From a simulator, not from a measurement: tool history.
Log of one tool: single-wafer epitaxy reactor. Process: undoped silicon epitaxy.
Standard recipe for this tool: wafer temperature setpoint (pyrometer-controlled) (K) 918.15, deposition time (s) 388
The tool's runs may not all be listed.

| run | hour | wafer temperature setpoint (pyrometer-controlled) (K) | deposition time (s) | read-back reference wafer on the same gauge, thickness_nm | mean film thickness on the monitor wafer (Å) |
|---|---|---|---|---|---|
| 1 | 0.0 | 918.15 | 411 | 58.819 | 567.37 |
| 2 | 65.2 | 918.15 | 388 | 58.780 | 535.61 |
| 3 | 107.2 | 918.15 | 388 | 58.831 | 530.33 |
| 4 | 160.4 | 918.15 | 388 | 58.856 | 528.72 |
| 5 | 212.1 | 918.15 | 410 | 58.813 | 559.97 |
| 6 | 269.0 | 918.15 | 342 | 58.673 | 467.89 |
| 7 | 339.0 | 918.15 | 342 | 58.808 | 461.29 |
| 8 | 396.3 | 918.15 | 342 | 58.698 | 466.27 |
| 9 | 446.5 | 918.15 | 357 | 58.887 | 486.74 |
| 10 | 473.3 | 918.15 | 366 | 58.851 | 494.80 |
| 11 | 514.3 | 918.15 | 366 | 58.698 | 492.96 |
| 12 | 581.2 | 918.15 | 366 | 58.779 | 492.32 |
| 13 | 620.9 | 927.15 | 388 | 58.728 | 649.96 |
| 14 | 661.0 | 918.15 | 388 | 58.827 | 520.76 |
| 15 | 731.1 | 918.15 | 388 | 58.819 | 512.97 |
| 16 | 772.4 | 918.15 | 388 | 58.722 | 515.10 |
| 17 | 827.7 | 918.15 | 388 | 58.875 | 515.33 |
| 18 | 882.3 | 918.15 | 388 | 58.822 | 506.89 |
|  | 938.1 | pyrometer calibrated |
| 19 | 938.6 | 918.15 | 441 | 58.836 | 632.79 |
| 20 | 1007.4 | 913.15 | 336 | 58.648 | 424.46 |
| 21 | 1050.1 | 918.15 | 388 | 58.652 | 565.49 |
| 22 | 1109.2 | 926.15 | 449 | 58.799 | 788.47 |
| 23 | 1169.6 | 918.15 | 388 | 58.724 | 561.74 |
| 24 | 1221.7 | 918.15 | 388 | 58.766 | 556.70 |
|  | 1240.1 | gauge calibrated |
| 25 | 1278.2 | 927.15 | 311 | 58.816 | 559.00 |
| 26 | 1325.5 | 918.15 | 440 | 58.839 | 629.40 |
| 27 | 1374.2 | 918.15 | 333 | 58.795 | 476.10 |
| 28 | 1406.4 | 918.15 | 388 | 58.831 | 557.38 |
| 29 | 1456.2 | 906.15 | 445 | 58.863 | 470.46 |
| 30 | 1507.3 | 918.15 | 388 | 58.766 | 558.05 |
| 31 | 1564.9 | 924.15 | 360 | 58.818 | 602.97 |
| 32 | 1619.0 | 918.15 | 346 | 58.785 | 494.65 |
| 33 | 1659.0 | 909.15 | 388 | 58.664 | 439.90 |
| 34 | 1715.2 | 924.15 | 360 | 58.850 | 594.52 |
| 35 | 1750.5 | 918.15 | 388 | 58.801 | 554.08 |
| 36 | 1801.0 | 918.15 | 366 | 58.810 | 520.65 |
| 37 | 1842.4 | 923.15 | 449 | 58.734 | 727.32 |

Hidden state, per run?
gauge reads high (%): 0 on each run
H1: wafer temperature above the value expected at the setpoint (K)
| run | H1 |
|---|---|
| 1 | -1.46 |
| 2 | -1.57 |
| 3 | -1.64 |
| 4 | -1.73 |
| 5 | -1.82 |
| 6 | -1.92 |
| 7 | -2.05 |
| 8 | -2.16 |
| 9 | -2.26 |
| 10 | -2.31 |
| 11 | -2.39 |
| 12 | -2.53 |
| 13 | -2.62 |
| 14 | -2.7 |
| 15 | -2.86 |
| 16 | -2.95 |
| 17 | -3.08 |
| 18 | -3.21 |
| 19 | 0.269 |
| 20 | 0.267 |
| 21 | 0.263 |
| 22 | 0.256 |
| 23 | 0.244 |
| 24 | 0.232 |
| 25 | 0.215 |
| 26 | 0.199 |
| 27 | 0.181 |
| 28 | 0.167 |
| 29 | 0.144 |
| 30 | 0.118 |
| 31 | 0.0862 |
| 32 | 0.0532 |
| 33 | 0.027 |
| 34 | -0.0122 |
| 35 | -0.0384 |
| 36 | -0.0778 |
| 37 | -0.112 |
